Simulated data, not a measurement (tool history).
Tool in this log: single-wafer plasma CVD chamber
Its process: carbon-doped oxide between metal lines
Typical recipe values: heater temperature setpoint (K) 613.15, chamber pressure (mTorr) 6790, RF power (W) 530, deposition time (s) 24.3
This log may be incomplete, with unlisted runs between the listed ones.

run,hour,heater temperature setpoint (K),chamber pressure (mTorr),RF power (W),deposition time (s),wafers since the last listed run,hours since the last thermocouple change,hours since the last RF generator calibration,hours since the last manometer calibration,hours since the showerhead was replaced,hours since the gauge calibration,"read-back reference wafer on the same gauge, thickness_nm",mean film thickness on the monitor wafer (nm)
1,0,613.15,6790,530,21.5,0,824,878,608.5,6252.2,1657.6,122.044,125.26
2,99.9,613.15,6790,530,21.5,2972,923.9,977.9,708.4,6352.1,1757.5,121.948,124.432
3,165.4,613.15,6790,530,21.5,1949,989.4,1043.4,773.9,6417.6,1823,122.112,124.504
4,226.5,613.15,6790,455,24.3,1818,1050.5,1104.5,835,6478.7,1884.1,122.007,119.755
5,488.4,613.15,6790,455,24.3,7793,1312.4,1366.4,1096.9,6740.6,2146,121.813,118.71
# hour 521.9: capacitance manometer re-zeroed and calibrated
6,594,613.15,6790,455,24.3,2904,1418,1472,72.1,6846.2,2251.6,121.929,118.458
7,694.1,613.15,6790,530,24.3,2978,1518.1,1572.1,172.2,6946.3,2351.7,122.12,137.59
8,756.4,608.15,6790,530,24.3,1854,1580.4,1634.4,234.5,7008.6,2414,121.85,138.143
9,797.4,608.15,6790,530,24.3,1220,1621.4,1675.4,275.5,7049.6,2455,121.936,139.339
# hour 798.4: gauge calibrated
10,888.4,608.15,6790,530,24.3,2708,1712.4,1766.4,366.5,7140.6,90,121.983,137.819
# hour 912.9: showerhead replaced
11,1182.1,609.15,5240,530,24.3,8502,2006.1,2060.1,660.2,269.2,383.7,121.944,131.87
12,1417.3,613.15,7650,530,27.3,6999,2241.3,2295.3,895.4,504.4,618.9,122.075,150.463
13,1461.8,613.15,6790,455,24.3,1324,2285.8,2339.8,939.9,548.9,663.4,122.016,113.86
# hour 1511.4: thermocouple changed; heater temperature recalibrated
# hour 1555.5: capacitance manometer re-zeroed and calibrated
# hour 1562.8: RF generator calibrated
14,1563.3,613.15,6790,530,24.3,2327,51.9,0.5,7.8,650.4,764.9,122.04,143.262
15,1648.7,613.15,5600,530,24.3,2541,137.3,85.9,93.2,735.8,850.3,122.277,140.086
16,1753.7,613.15,6790,490,24.3,3124,242.3,190.9,198.2,840.8,955.3,121.913,132.275
17,1835.9,613.15,6790,450,22.4,2446,324.5,273.1,280.4,923,1037.5,122.071,111.713
18,1875.7,613.15,8460,530,20.2,1184,364.3,312.9,320.2,962.8,1077.3,121.98,120.242
19,1947.5,623.15,6090,635,28.4,2136,436.1,384.7,392,1034.6,1149.1,121.843,183.768
20,2002.8,613.15,5240,530,23,1645,491.4,440,447.3,1089.9,1204.4,122.094,129.737

Some steps in mean film thickness on the monitor wafer (nm), run to run, broken into two amounts with sign: the step expected even without the hidden condition (settings, incoming material, random variation), and the rest, left for the hidden condition together with whatever gauge scatter is not in both the measured and the hidden-condition-free result:
Unlogged tool condition in this case: wafer temperature above the value expected at the setpoint (K); delivered RF power above the setpoint (%); true pressure above the setpoint (%); gauge reads high (%).
Run 11 -> 12: heater temperature setpoint (K) 609.15 -> 613.15, chamber pressure (mTorr) 5240 -> 7650, deposition time (s) 24.3 -> 27.3. mean film thickness on the monitor wafer (nm) +18.593: hidden state -3.01, all else +21.603.
Run 13 -> 14: RF power (W) 455 -> 530, thermocouple changed; heater temperature recalibrated, capacitance manometer re-zeroed and calibrated, RF generator calibrated. mean film thickness on the monitor wafer (nm) +29.402: hidden state +9.983, all else +19.419.
Run 18 -> 19: heater temperature setpoint (K) 613.15 -> 623.15, chamber pressure (mTorr) 8460 -> 6090, RF power (W) 530 -> 635, deposition time (s) 20.2 -> 28.4. mean film thickness on the monitor wafer (nm) +63.526: hidden state -0.52, all else +64.046.
Run 19 -> 20: heater temperature setpoint (K) 623.15 -> 613.15, chamber pressure (mTorr) 6090 -> 5240, RF power (W) 635 -> 530, deposition time (s) 28.4 -> 23. mean film thickness on the monitor wafer (nm) -54.031: hidden state +0.19, all else -54.221.

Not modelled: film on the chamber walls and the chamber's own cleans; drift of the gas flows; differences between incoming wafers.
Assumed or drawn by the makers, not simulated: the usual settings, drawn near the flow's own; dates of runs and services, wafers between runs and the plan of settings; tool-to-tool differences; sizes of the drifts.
